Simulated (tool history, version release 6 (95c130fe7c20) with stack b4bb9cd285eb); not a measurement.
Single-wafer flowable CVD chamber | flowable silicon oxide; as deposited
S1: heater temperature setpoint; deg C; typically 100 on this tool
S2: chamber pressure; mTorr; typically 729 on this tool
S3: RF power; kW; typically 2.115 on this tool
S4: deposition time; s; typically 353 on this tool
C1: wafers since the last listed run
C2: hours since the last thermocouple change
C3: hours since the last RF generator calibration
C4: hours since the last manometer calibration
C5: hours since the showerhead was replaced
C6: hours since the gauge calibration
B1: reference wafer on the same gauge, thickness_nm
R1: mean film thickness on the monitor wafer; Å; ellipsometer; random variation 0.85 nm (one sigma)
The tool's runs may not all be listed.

run 1 hour=0.0 | S1=100 S2=729 S3=2.025 S4=353 | C1=0 C2=1491.8 C3=481.6 C4=155.0 C5=3460.5 C6=855.9 | B1=188.140 | R1=1873.19
run 2 hour=42.2 | S1=100 S2=729 S3=2.115 S4=353 | C1=197 C2=1534.0 C3=523.8 C4=197.2 C5=3502.7 C6=898.1 | B1=187.852 | R1=1859.73
run 3 hour=78.8 | S1=100 S2=729 S3=2.115 S4=353 | C1=171 C2=1570.6 C3=560.4 C4=233.8 C5=3539.3 C6=934.7 | B1=187.815 | R1=1879.73
run 4 hour=186.8 | S1=100 S2=729 S3=2.115 S4=353 | C1=505 C2=1678.6 C3=668.4 C4=341.8 C5=3647.3 C6=1042.7 | B1=188.011 | R1=1884.35
run 5 hour=246.6 | S1=100 S2=729 S3=2.115 S4=353 | C1=280 C2=1738.4 C3=728.2 C4=401.6 C5=3707.1 C6=1102.5 | B1=187.978 | R1=1860.60
run 6 hour=305.6 | S1=100 S2=729 S3=2.115 S4=353 | C1=276 C2=1797.4 C3=787.2 C4=460.6 C5=3766.1 C6=1161.5 | B1=188.115 | R1=1871.91
-- hour=354.4 RF generator calibrated
run 7 hour=397.1 | S1=100 S2=729 S3=2.115 S4=353 | C1=391 C2=1888.9 C3=42.7 C4=552.1 C5=3857.6 C6=1253.0 | B1=187.806 | R1=1840.52
run 8 hour=492.4 | S1=100 S2=729 S3=2.115 S4=353 | C1=446 C2=1984.2 C3=138.0 C4=647.4 C5=3952.9 C6=1348.3 | B1=188.033 | R1=1855.93
run 9 hour=633.7 | S1=100 S2=729 S3=2.360 S4=353 | C1=661 C2=2125.5 C3=279.3 C4=788.7 C5=4094.2 C6=1489.6 | B1=188.149 | R1=1898.39
run 10 hour=698.1 | S1=100 S2=729 S3=2.360 S4=353 | C1=301 C2=2189.9 C3=343.7 C4=853.1 C5=4158.6 C6=1554.0 | B1=187.859 | R1=1907.61
run 11 hour=803.4 | S1=100 S2=729 S3=2.115 S4=353 | C1=493 C2=2295.2 C3=449.0 C4=958.4 C5=4263.9 C6=1659.3 | B1=187.940 | R1=1834.66
run 12 hour=891.8 | S1=100 S2=729 S3=2.115 S4=353 | C1=414 C2=2383.6 C3=537.4 C4=1046.8 C5=4352.3 C6=1747.7 | B1=187.782 | R1=1863.34
-- hour=901.4 capacitance manometer re-zeroed and calibrated
run 13 hour=947.3 | S1=100 S2=729 S3=2.005 S4=353 | C1=222 C2=2439.1 C3=592.9 C4=45.9 C5=4407.8 C6=1803.2 | B1=188.005 | R1=1828.25
-- hour=967.0 RF generator calibrated, repeated, since the last time left the tool worse
run 14 hour=1016.7 | S1=100 S2=729 S3=2.115 S4=353 | C1=287 C2=2508.5 C3=49.7 C4=115.3 C5=4477.2 C6=1872.6 | B1=187.734 | R1=1882.28
run 15 hour=1065.7 | S1=100 S2=853 S3=2.115 S4=353 | C1=229 C2=2557.5 C3=98.7 C4=164.3 C5=4526.2 C6=1921.6 | B1=188.326 | R1=2185.50
run 16 hour=1131.8 | S1=100 S2=729 S3=2.115 S4=353 | C1=309 C2=2623.6 C3=164.8 C4=230.4 C5=4592.3 C6=1987.7 | B1=187.946 | R1=1876.85
run 17 hour=1208.6 | S1=100 S2=887 S3=2.115 S4=376 | C1=359 C2=2700.4 C3=241.6 C4=307.2 C5=4669.1 C6=2064.5 | B1=188.366 | R1=2439.02
-- hour=1247.4 showerhead replaced
run 18 hour=1248.4 | S1=100 S2=874 S3=2.115 S4=417 | C1=148 C2=2740.2 C3=281.4 C4=347.0 C5=1.0 C6=2104.3 | B1=187.830 | R1=2656.08
run 19 hour=1309.1 | S1=100 S2=729 S3=2.115 S4=353 | C1=284 C2=2800.9 C3=342.1 C4=407.7 C5=61.7 C6=2165.0 | B1=187.623 | R1=1866.61
run 20 hour=1379.9 | S1=92 S2=729 S3=2.115 S4=353 | C1=331 C2=2871.7 C3=412.9 C4=478.5 C5=132.5 C6=2235.8 | B1=187.928 | R1=2371.96
run 21 hour=1420.5 | S1=113 S2=643 S3=1.790 S4=310 | C1=190 C2=2912.3 C3=453.5 C4=519.1 C5=173.1 C6=2276.4 | B1=187.966 | R1=955.36
run 22 hour=1484.5 | S1=100 S2=853 S3=2.115 S4=353 | C1=299 C2=2976.3 C3=517.5 C4=583.1 C5=237.1 C6=2340.4 | B1=188.187 | R1=2189.52
-- hour=1508.9 thermocouple changed; heater temperature recalibrated
run 23 hour=1574.4 | S1=109 S2=804 S3=2.115 S4=353 | C1=383 C2=65.5 C3=607.4 C4=673.0 C5=327.0 C6=2430.3 | B1=187.774 | R1=1575.83
-- hour=1643.3 gauge calibrated
-- hour=1675.3 RF generator calibrated
run 24 hour=1737.5 | S1=100 S2=729 S3=2.115 S4=353 | C1=726 C2=228.6 C3=62.2 C4=836.1 C5=490.1 C6=94.2 | B1=187.988 | R1=1863.36
run 25 hour=1980.2 | S1=100 S2=729 S3=2.115 S4=353 | C1=1136 C2=471.3 C3=304.9 C4=1078.8 C5=732.8 C6=336.9 | B1=188.229 | R1=1864.90
run 26 hour=2029.8 | S1=111 S2=646 S3=1.710 S4=321 | C1=232 C2=520.9 C3=354.5 C4=1128.4 C5=782.4 C6=386.5 | B1=188.041 | R1=1050.90
-- hour=2094.3 capacitance manometer re-zeroed and calibrated
run 27 hour=2136.9 | S1=100 S2=673 S3=2.405 S4=325 | C1=464 C2=628.0 C3=461.6 C4=42.6 C5=889.5 C6=493.6 | B1=188.132 | R1=1635.33
run 28 hour=2201.1 | S1=100 S2=631 S3=2.115 S4=353 | C1=300 C2=692.2 C3=525.8 C4=106.8 C5=953.7 C6=557.8 | B1=187.593 | R1=1625.24
run 29 hour=2511.2 | S1=100 S2=681 S3=2.295 S4=289 | C1=1452 C2=1002.3 C3=835.9 C4=416.9 C5=1263.8 C6=867.9 | B1=188.117 | R1=1437.45

Take each entry between the runs: how does the hidden state at the last listed run before it differ from the hidden state at the first listed run after it?
In the gap between runs 6 and 7: RF generator calibrated (hour 354.4)
  delivered RF power above the setpoint (%): -4.62 -> -7.71
  measured result minus the result with no hidden state, R1: -16.93 -> -29.96 Å
In the gap between runs 12 and 13: capacitance manometer re-zeroed and calibrated (hour 901.4)
  delivered RF power above the setpoint (%): -9.82 -> -10.3
  measured result minus the result with no hidden state, R1: -40.23 -> -46.32 Å
In the gap between runs 13 and 14: RF generator calibrated, repeated, since the last time left the tool worse (hour 967.0)
  delivered RF power above the setpoint (%): -10.3 -> -0.129
  measured result minus the result with no hidden state, R1: -46.32 -> -0.46 Å
In the gap between runs 17 and 18: showerhead replaced (hour 1247.4)
  delivered RF power above the setpoint (%): -0.54 -> -0.693
  measured result minus the result with no hidden state, R1: -2.52 -> -3.53 Å
In the gap between runs 22 and 23: thermocouple changed; heater temperature recalibrated (hour 1508.9)
  delivered RF power above the setpoint (%): -2.08 -> -2.82
  measured result minus the result with no hidden state, R1: -8.78 -> -8.61 Å
In the gap between runs 23 and 24: gauge calibrated (hour 1643.3); RF generator calibrated (hour 1675.3)
  delivered RF power above the setpoint (%): -2.82 -> -0.365
  measured result minus the result with no hidden state, R1: -8.61 -> -1.30 Å
In the gap between runs 26 and 27: capacitance manometer re-zeroed and calibrated (hour 2094.3)
  delivered RF power above the setpoint (%): -1.26 -> -1.9
  measured result minus the result with no hidden state, R1: -3.71 -> -4.63 Å
